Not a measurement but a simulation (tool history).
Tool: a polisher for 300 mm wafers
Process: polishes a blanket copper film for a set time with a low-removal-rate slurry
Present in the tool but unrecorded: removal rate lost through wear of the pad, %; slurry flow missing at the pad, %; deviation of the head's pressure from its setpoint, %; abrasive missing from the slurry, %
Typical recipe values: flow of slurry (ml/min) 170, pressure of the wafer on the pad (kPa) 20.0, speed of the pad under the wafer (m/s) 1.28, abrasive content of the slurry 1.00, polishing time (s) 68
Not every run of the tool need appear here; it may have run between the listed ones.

run   hour  flow of slurry (ml/min)  pressure of the wafer on the pad (kPa)  speed of the pad under the wafer (m/s)  abrasive content of the slurry  polishing time (s)  wafers since the last listed run  wafers polished on this pad  hours since the slurry nozzle was cleaned  hours since the head pressure was calibrated  hours since the slurry blender was calibrated  incoming thickness of the incoming film, nm  film removed (angstrom)
  1    0.0                      170                                    22.8                                    1.28                            1.00                  68                                 0                          315                                      220.6                                         425.0                                          399.6                                        744.0                     2762
      11.6  -- slurry blender recalibrated
      48.4  -- slurry nozzle cleaned
  2   57.6                      170                                    20.0                                    1.28                            1.00                  68                               487                          802                                        9.2                                         482.6                                           46.0                                        757.8                     2584
  3   87.8                      170                                    20.0                                    1.28                            1.00                  68                               269                         1072                                       39.4                                         512.8                                           76.2                                        752.5                     2589
     137.5  -- worn pad replaced by a new one
  4  139.8                      170                                    20.0                                    1.28                            1.00                  68                               428                           20                                       91.4                                         564.8                                          128.2                                        753.9                     2506
  5  174.0                      125                                    20.0                                    1.28                            1.00                  68                               305                          325                                      125.6                                         599.0                                          162.4                                        745.9                     2349
  6  215.6                      125                                    20.0                                    1.28                            1.00                  68                               371                          696                                      167.2                                         640.6                                          204.0                                        752.0                     2346
     244.1  -- head pressure recalibrated
  7  247.1                      125                                    20.0                                    1.28                            1.00                  68                               263                          959                                      198.7                                           3.0                                          235.5                                        743.0                     2345
     286.8  -- worn pad replaced by a new one
  8  308.1                      170                                    24.1                                    1.70                            0.90                  83                               508                          190                                      259.7                                          64.0                                          296.5                                        741.6                     4719
     310.8  -- slurry nozzle cleaned
  9  355.5                      170                                    20.0                                    1.28                            1.10                  81                               413                          604                                       44.7                                         111.4                                          343.9                                        757.0                     2994
     419.5  -- worn pad replaced by a new one, of another model than before
 10  420.1                      170                                    20.0                                    1.28                            1.00                  68                               540                            5                                      109.3                                         176.0                                          408.5                                        745.7                     2443
     445.5  -- slurry blender recalibrated
 11  453.4                      170                                    20.0                                    1.28                            0.80                  68                               279                          284                                      142.6                                         209.3                                            7.9                                        753.6                     2454
 12  516.5                      170                                    20.0                                    1.28                            1.00                  68                               562                          847                                      205.7                                         272.4                                           71.0                                        755.3                     2537
     560.9  -- worn pad replaced by a new one
 13  587.3                      135                                    17.2                                    1.56                            1.00                  68                               595                          235                                      276.5                                         343.2                                          141.8                                        754.5                     2472
     612.4  -- slurry nozzle cleaned
 14  644.6                      170                                    20.0                                    1.28                            1.00                  68                               502                          737                                       32.2                                         400.5                                          199.1                                        747.9                     2458
 15  692.7                      170                                    20.0                                    1.00                            1.00                  45                               429                         1166                                       80.3                                         448.6                                          247.2                                        753.7                     1340

Describe how what the log doesn't record of the tool's condition differs between the last listed run preceding each entry between runs and the first listed run following it.
Logged between run 1 and run 2: slurry blender recalibrated (hour 11.6); slurry nozzle cleaned (hour 48.4)
  abrasive missing from the slurry, %: 23.2 -> 7.12
  measured minus no-state result, film removed (angstrom): -182 -> -47
Logged between run 3 and run 4: worn pad replaced by a new one (hour 137.5)
  abrasive missing from the slurry, %: 10.5 -> 14.8
  measured minus no-state result, film removed (angstrom): -70 -> -99
Logged between run 6 and run 7: head pressure recalibrated (hour 244.1)
  abrasive missing from the slurry, %: 18.8 -> 20
  measured minus no-state result, film removed (angstrom): -122 -> -129
Logged between run 7 and run 8: worn pad replaced by a new one (hour 286.8)
  abrasive missing from the slurry, %: 20 -> 21.6
  measured minus no-state result, film removed (angstrom): -129 -> -282
Logged between run 8 and run 9: slurry nozzle cleaned (hour 310.8)
  abrasive missing from the slurry, %: 21.6 -> 22.5
  measured minus no-state result, film removed (angstrom): -282 -> -193
Logged between run 9 and run 10: worn pad replaced by a new one, of another model than before (hour 419.5)
  abrasive missing from the slurry, %: 22.5 -> 23.2
  measured minus no-state result, film removed (angstrom): -193 -> -161
Logged between run 10 and run 11: slurry blender recalibrated (hour 445.5)
  abrasive missing from the slurry, %: 23.2 -> 2.77
  measured minus no-state result, film removed (angstrom): -161 -> -16
Logged between run 12 and run 13: worn pad replaced by a new one (hour 560.9)
  abrasive missing from the slurry, %: 10.9 -> 16.7
  measured minus no-state result, film removed (angstrom): -72 -> -112
Logged between run 13 and run 14: slurry nozzle cleaned (hour 612.4)
  abrasive missing from the slurry, %: 16.7 -> 19.7
  measured minus no-state result, film removed (angstrom): -112 -> -134
